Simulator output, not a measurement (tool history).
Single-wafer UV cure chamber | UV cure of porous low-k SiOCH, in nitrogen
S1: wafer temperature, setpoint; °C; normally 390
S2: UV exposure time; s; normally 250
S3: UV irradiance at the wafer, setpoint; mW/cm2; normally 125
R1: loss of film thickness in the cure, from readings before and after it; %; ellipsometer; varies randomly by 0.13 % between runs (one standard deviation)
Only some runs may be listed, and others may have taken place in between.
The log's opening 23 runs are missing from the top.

run      day   S1   S2   S3      R1
 24   73.217  390  145  125  10.042
 25   77.196  405  175  125  11.163
 26   81.538  390  250  125  12.460
 27   83.571  390  250  125  12.437
 28   86.812  374  305  125  13.207
      88.108  -- UV bulbs replaced
 29   90.554  390  250  125  12.991
      91.208  -- quartz window cleaned
 30  102.846  401  370  107  14.570
 31  106.317  379  115  109   8.692
 32  108.392  390  250  125  12.929
 33  111.996  390  325  125  14.336
 34  115.792  390  250  125  12.750
 35  119.008  378  205   99  10.511

What will run 36 give?
 36  123.812  390  250  141   ?

Run 36 produced R1 13.016 %.
With the hidden condition absent and the run-to-run variation left alone, this run would have shown R1 13.517 %.

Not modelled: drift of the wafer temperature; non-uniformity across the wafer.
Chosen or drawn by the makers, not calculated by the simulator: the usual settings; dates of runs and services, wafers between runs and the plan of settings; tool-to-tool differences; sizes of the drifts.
